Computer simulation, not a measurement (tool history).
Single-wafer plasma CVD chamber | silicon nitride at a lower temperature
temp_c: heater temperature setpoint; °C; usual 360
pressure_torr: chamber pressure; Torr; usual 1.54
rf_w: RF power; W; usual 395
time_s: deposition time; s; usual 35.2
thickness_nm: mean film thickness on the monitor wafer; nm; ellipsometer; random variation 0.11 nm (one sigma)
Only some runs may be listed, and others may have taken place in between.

run,day,temp_c,pressure_torr,rf_w,time_s,wafers since the last listed run,hours since the last thermocouple change,hours since the last RF generator calibration,hours since the last manometer calibration,hours since the showerhead was replaced,hours since the gauge calibration,"read-back reference wafer on the same gauge, thickness_nm",thickness_nm
1,0.000,360,1.54,395,35.2,0,1152.2,1941.3,1630.9,5630.7,293.1,53.687,48.056
2,0.733,360,1.54,395,35.2,315,1169.8,1958.9,1648.5,5648.3,310.7,53.705,47.891
# day 1.017: gauge calibrated
3,1.321,360,1.54,395,35.2,253,1183.9,1973.0,1662.6,5662.4,7.3,53.652,47.871
4,1.946,360,1.54,395,35.2,269,1198.9,1988.0,1677.6,5677.4,22.3,53.666,47.907
5,2.329,360,1.44,445,35.2,165,1208.1,1997.2,1686.8,5686.6,31.5,53.648,49.868
6,2.671,360,1.44,445,35.2,147,1216.3,2005.4,1695.0,5694.8,39.7,53.671,49.908
# day 3.446: capacitance manometer re-zeroed and calibrated
# day 3.496: thermocouple changed; heater temperature recalibrated
7,3.517,360,1.44,445,35.2,199,0.5,2025.7,1.7,5715.1,60.0,53.696,51.681
8,3.579,364,1.54,395,35.2,26,2.0,2027.2,3.2,5716.6,61.5,53.731,49.460
# day 4.483: RF generator calibrated
# day 4.846: showerhead replaced
9,5.367,360,1.26,395,30.3,482,44.9,21.2,46.1,12.5,104.4,53.767,40.557
10,5.646,360,1.24,395,35.2,120,51.6,27.9,52.8,19.2,111.1,53.716,46.709
11,6.054,365,1.54,325,32.1,175,61.4,37.7,62.6,29.0,120.9,53.686,41.573
12,6.375,369,1.54,345,35.2,138,69.1,45.4,70.3,36.7,128.6,53.727,47.453
13,6.971,360,1.44,445,35.2,256,83.4,59.7,84.6,51.0,142.9,53.711,53.794
14,8.638,360,1.54,395,28.6,718,123.4,99.7,124.6,91.0,182.9,53.678,42.049
15,9.017,370,1.75,350,39.1,163,132.5,108.8,133.7,100.1,192.0,53.683,55.700
16,9.362,365,1.39,425,35.2,149,140.8,117.1,142.0,108.4,200.3,53.712,51.401
17,9.717,360,1.36,460,28.8,152,149.3,125.6,150.5,116.9,208.8,53.724,43.777
18,10.421,360,1.39,465,35.2,303,166.2,142.5,167.4,133.8,225.7,53.692,54.325
19,10.900,360,1.54,395,35.2,206,177.7,154.0,178.9,145.3,237.2,53.711,51.405
20,11.529,360,1.54,395,35.2,271,192.8,169.1,194.0,160.4,252.3,53.733,51.434
21,12.212,360,1.54,395,35.2,294,209.2,185.5,210.4,176.8,268.7,53.694,51.415
22,12.767,360,1.79,395,40.7,238,222.5,198.8,223.7,190.1,282.0,53.721,62.979
23,13.296,360,1.54,340,35.2,228,235.2,211.5,236.4,202.8,294.7,53.735,46.557
24,13.962,360,1.54,395,35.2,287,251.2,227.5,252.4,218.8,310.7,53.650,51.454
25,14.667,360,1.32,395,28.9,303,268.1,244.4,269.3,235.7,327.6,53.713,39.260
26,15.108,360,1.54,395,35.2,190,278.7,255.0,279.9,246.3,338.2,53.723,51.550
# day 15.421: gauge calibrated
27,15.679,360,1.65,325,31.7,245,292.4,268.7,293.6,260.0,6.2,53.722,41.856

Alternative continuations, all from the tool just after run 27; predict every row:
A,15.696,360,1.27,395,35.2,7,292.8,269.1,294.0,260.4,6.6,?,?
B,15.696,355,1.92,365,32.3,7,292.8,269.1,294.0,260.4,6.6,?,?
C,15.696,360,1.54,435,35.2,7,292.8,269.1,294.0,260.4,6.6,?,?
D,15.696,360,1.54,395,32.3,7,292.8,269.1,294.0,260.4,6.6,?,?
E,15.696,360,1.54,395,39.2,7,292.8,269.1,294.0,260.4,6.6,?,?

run,"read-back reference wafer on the same gauge, thickness_nm",thickness_nm
A,53.729,46.522
B,53.729,48.677
C,53.729,54.095
D,53.729,46.827
E,53.729,56.807
With no hidden state in the tool, these same runs would have given:
run,thickness_nm
A,47.418
B,49.591
C,55.085
D,47.702
E,57.868
